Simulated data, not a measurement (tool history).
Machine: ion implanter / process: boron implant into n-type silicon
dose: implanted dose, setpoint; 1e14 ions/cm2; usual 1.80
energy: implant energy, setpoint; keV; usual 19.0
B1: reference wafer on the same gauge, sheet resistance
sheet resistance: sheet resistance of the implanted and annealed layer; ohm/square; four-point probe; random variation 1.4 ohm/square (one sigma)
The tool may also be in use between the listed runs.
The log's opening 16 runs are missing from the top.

run 17 hour=740.1 | dose=1.80 energy=19.0 | B1=518.48 | sheet_resistance=464.76
run 18 hour=804.9 | dose=1.43 energy=22.0 | B1=518.03 | sheet_resistance=544.24
run 19 hour=836.6 | dose=1.94 energy=24.5 | B1=517.97 | sheet_resistance=423.00
-- hour=927.6 Faraday cup replaced and dose calibrated
-- hour=940.3 extraction supply calibrated
run 20 hour=951.3 | dose=2.08 energy=19.0 | B1=517.95 | sheet_resistance=409.87
run 21 hour=985.9 | dose=1.52 energy=24.0 | B1=517.68 | sheet_resistance=512.88
run 22 hour=1036.5 | dose=2.27 energy=16.0 | B1=518.32 | sheet_resistance=390.20
-- hour=1045.1 gauge calibrated
run 23 hour=1101.3 | dose=2.20 energy=16.0 | B1=517.96 | sheet_resistance=400.79
run 24 hour=1139.3 | dose=1.80 energy=19.0 | B1=518.31 | sheet_resistance=460.83
run 25 hour=1174.7 | dose=1.80 energy=15.5 | B1=518.58 | sheet_resistance=473.13
run 26 hour=1199.3 | dose=1.32 energy=25.5 | B1=518.15 | sheet_resistance=566.16
run 27 hour=1285.2 | dose=1.80 energy=24.0 | B1=517.89 | sheet_resistance=449.96
run 28 hour=1333.4 | dose=2.10 energy=25.5 | B1=517.86 | sheet_resistance=395.26
run 29 hour=1396.1 | dose=1.80 energy=15.5 | B1=517.91 | sheet_resistance=476.46
run 30 hour=1430.6 | dose=1.30 energy=25.5 | B1=518.04 | sheet_resistance=573.77
run 31 hour=1499.2 | dose=1.34 energy=16.0 | B1=518.12 | sheet_resistance=603.14
-- hour=1555.5 Faraday cup replaced and dose calibrated
run 32 hour=1570.5 | dose=1.97 energy=24.0 | B1=517.95 | sheet_resistance=416.44
run 33 hour=1620.8 | dose=1.52 energy=24.0 | B1=517.88 | sheet_resistance=509.78
run 34 hour=1669.0 | dose=1.45 energy=23.0 | B1=518.11 | sheet_resistance=536.35
run 35 hour=1716.0 | dose=1.44 energy=17.0 | B1=518.08 | sheet_resistance=564.23
run 36 hour=1773.2 | dose=1.80 energy=19.0 | B1=518.28 | sheet_resistance=462.85
run 37 hour=1803.2 | dose=2.33 energy=15.0 | B1=518.03 | sheet_resistance=383.22
run 38 hour=1828.5 | dose=1.80 energy=19.0 | B1=518.03 | sheet_resistance=462.01

Branching from run 38: 3 alternative next runs. What would each branch give?
run A hour=1828.9 | dose=2.21 energy=19.0 | B1=? | sheet_resistance=?
run B hour=1828.9 | dose=2.21 energy=21.0 | B1=? | sheet_resistance=?
run C hour=1828.9 | dose=2.26 energy=15.0 | B1=? | sheet_resistance=?

run=A B1=518.28 sheet_resistance=392.22
run=B B1=518.28 sheet_resistance=387.67
run=C B1=518.28 sheet_resistance=396.01
Take away the tool's hidden state, keep each run's random variation, and the runs would have read:
run=A sheet_resistance=392.22
run=B sheet_resistance=387.67
run=C sheet_resistance=396.01

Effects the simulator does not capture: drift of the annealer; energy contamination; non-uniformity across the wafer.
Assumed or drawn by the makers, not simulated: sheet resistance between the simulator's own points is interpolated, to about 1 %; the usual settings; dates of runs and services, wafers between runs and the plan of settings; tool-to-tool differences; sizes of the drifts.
